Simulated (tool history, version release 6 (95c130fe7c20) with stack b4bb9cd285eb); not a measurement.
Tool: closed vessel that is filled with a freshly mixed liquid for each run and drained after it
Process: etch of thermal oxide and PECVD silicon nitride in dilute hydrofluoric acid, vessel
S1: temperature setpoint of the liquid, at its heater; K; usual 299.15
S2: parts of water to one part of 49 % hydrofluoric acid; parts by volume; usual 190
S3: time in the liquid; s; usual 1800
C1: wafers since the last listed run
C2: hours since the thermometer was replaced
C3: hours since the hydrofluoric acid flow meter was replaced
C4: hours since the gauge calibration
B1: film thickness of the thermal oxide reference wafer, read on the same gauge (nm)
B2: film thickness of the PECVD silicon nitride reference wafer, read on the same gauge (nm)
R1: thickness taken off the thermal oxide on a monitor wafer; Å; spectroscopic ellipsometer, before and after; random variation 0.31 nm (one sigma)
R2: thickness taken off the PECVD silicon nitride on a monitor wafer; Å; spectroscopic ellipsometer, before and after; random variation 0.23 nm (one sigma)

run 1 day=0 | S1=299.15 S2=190 S3=1800 | C1=0 C2=686.6 C3=546.5 C4=439.2 | B1=50.01 B2=119.99 | R1=471.1 R2=748.4
run 2 day=2.933 | S1=299.15 S2=190 S3=1800 | C1=3123 C2=757 C3=616.9 C4=509.6 | B1=49.99 B2=119.98 | R1=472.2 R2=755.3
run 3 day=6.067 | S1=299.15 S2=190 S3=1800 | C1=3336 C2=832.2 C3=692.1 C4=584.8 | B1=50.02 B2=120.03 | R1=473 R2=759.1
run 4 day=9.654 | S1=299.15 S2=190 S3=2420 | C1=3820 C2=918.3 C3=778.2 C4=670.9 | B1=50 B2=119.98 | R1=647.7 R2=1025.5
run 5 day=11.438 | S1=299.15 S2=135 S3=1465 | C1=1899 C2=961.1 C3=821 C4=713.7 | B1=50.01 B2=120.01 | R1=583 R2=873
run 6 day=12.979 | S1=299.15 S2=190 S3=1800 | C1=1641 C2=998.1 C3=858 C4=750.7 | B1=50 B2=119.95 | R1=480.5 R2=763.4
-- day=15.279 hydrofluoric acid flow meter replaced
run 7 day=16.829 | S1=299.15 S2=190 S3=1800 | C1=4055 C2=1090.5 C3=37.2 C4=843.1 | B1=49.99 B2=120 | R1=456.7 R2=739.4
-- day=18.025 thermometer replaced
run 8 day=20.888 | S1=300.65 S2=190 S3=2280 | C1=4277 C2=68.7 C3=134.6 C4=940.5 | B1=49.99 B2=119.97 | R1=625.8 R2=1031.2
run 9 day=24.846 | S1=297.15 S2=280 S3=720 | C1=4215 C2=163.7 C3=229.6 C4=1035.5 | B1=50.04 B2=120.01 | R1=106.2 R2=177.3
run 10 day=29.121 | S1=299.15 S2=190 S3=1800 | C1=4552 C2=266.3 C3=332.2 C4=1138.1 | B1=50.02 B2=119.94 | R1=464.1 R2=745.5
-- day=32.279 gauge calibrated
run 11 day=33.517 | S1=299.15 S2=190 S3=1800 | C1=4681 C2=371.8 C3=437.7 C4=29.7 | B1=50.01 B2=119.99 | R1=471.8 R2=749.6
run 12 day=35.996 | S1=301.15 S2=285 S3=2865 | C1=2640 C2=431.3 C3=497.2 C4=89.2 | B1=49.99 B2=119.97 | R1=484 R2=893.9
run 13 day=38.158 | S1=299.15 S2=190 S3=2460 | C1=2302 C2=483.2 C3=549.1 C4=141.1 | B1=50 B2=119.98 | R1=657.6 R2=1032.9
run 14 day=42.238 | S1=303.15 S2=245 S3=2415 | C1=4343 C2=581.1 C3=647 C4=239 | B1=50.02 B2=120 | R1=539.9 R2=1003.3

The next listed run, before its measurement:
run 15 day=45.546 | S1=294.15 S2=245 S3=1800 | C1=3523 C2=660.5 C3=726.4 C4=318.4 | B1=? B2=? | R1=? R2=?

B1: 50.01
B2: 120
R1: 290.9 Å
R2: 430.4 Å
Without the tool's hidden state the same run would have given R1 276 Å, R2 412.8 Å.
